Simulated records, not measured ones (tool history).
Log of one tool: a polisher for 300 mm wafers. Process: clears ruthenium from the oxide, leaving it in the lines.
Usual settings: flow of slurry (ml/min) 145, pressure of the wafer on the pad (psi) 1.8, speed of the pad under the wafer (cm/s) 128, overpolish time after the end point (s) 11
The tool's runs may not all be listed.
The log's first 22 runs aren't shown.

| run | hour | flow of slurry (ml/min) | pressure of the wafer on the pad (psi) | speed of the pad under the wafer (cm/s) | overpolish time after the end point (s) | wafers since the last listed run | wafers polished on this pad | hours since the slurry nozzle was cleaned | hours since the head pressure was calibrated | incoming thickness of the incoming film, nm | time until the end point was called (s) |
|---|---|---|---|---|---|---|---|---|---|---|---|
|  | 365.8 | worn pad replaced by a new one |
| 23 | 366.3 | 95 | 1.8 | 162 | 16 | 64 | 4 | 122.7 | 183.1 | 99 | 63.2 |
| 24 | 382.2 | 145 | 2.2 | 102 | 11 | 127 | 131 | 138.6 | 199 | 98.8 | 73.1 |
| 25 | 399.5 | 110 | 1.4 | 128 | 11 | 138 | 269 | 155.9 | 216.3 | 101.6 | 89.1 |
| 26 | 411.6 | 145 | 1.8 | 128 | 11 | 96 | 366 | 168 | 228.4 | 99.2 | 69.9 |
| 27 | 418.8 | 145 | 1.8 | 128 | 11 | 57 | 424 | 175.2 | 235.6 | 101.5 | 72.4 |
| 28 | 430.2 | 145 | 1.8 | 128 | 11 | 91 | 515 | 186.6 | 247 | 101.9 | 72.7 |
| 29 | 437.3 | 145 | 1.8 | 128 | 11 | 56 | 572 | 193.7 | 254.1 | 100.1 | 71 |
| 30 | 449.5 | 120 | 1.5 | 142 | 16 | 97 | 670 | 205.9 | 266.3 | 98.4 | 74.6 |
| 31 | 457.3 | 145 | 1.8 | 104 | 16 | 62 | 732 | 213.7 | 274.1 | 101.2 | 83.5 |
| 32 | 467.9 | 165 | 2 | 144 | 5 | 84 | 817 | 224.3 | 284.7 | 100.4 | 59.2 |
|  | 470.6 | slurry nozzle cleaned |
| 33 | 478 | 110 | 1.8 | 96 | 7 | 72 | 890 | 7.4 | 294.8 | 99.5 | 93.1 |

4 ways to go on from here, each from the tool as it stands after run 33. What would each give?
| A | 478.5 | 145 | 1.8 | 102 | 11 | 4 | 894 | 7.9 | 295.3 | 98.4 | ? |
| B | 478.5 | 175 | 1.5 | 108 | 11 | 4 | 894 | 7.9 | 295.3 | 98.4 | ? |
| C | 478.5 | 145 | 1.8 | 128 | 9 | 4 | 894 | 7.9 | 295.3 | 98.4 | ? |
| D | 478.5 | 160 | 1.8 | 128 | 11 | 4 | 894 | 7.9 | 295.3 | 98.4 | ? |

| run | time until the end point was called (s) |
|---|---|
| A | 83.2 |
| B | 87.1 |
| C | 69.3 |
| D | 68.1 |
Without the tool's hidden state the same runs would have given:
| run | time until the end point was called (s) |
|---|---|
| A | 83.2 |
| B | 87.1 |
| C | 69.3 |
| D | 68.1 |
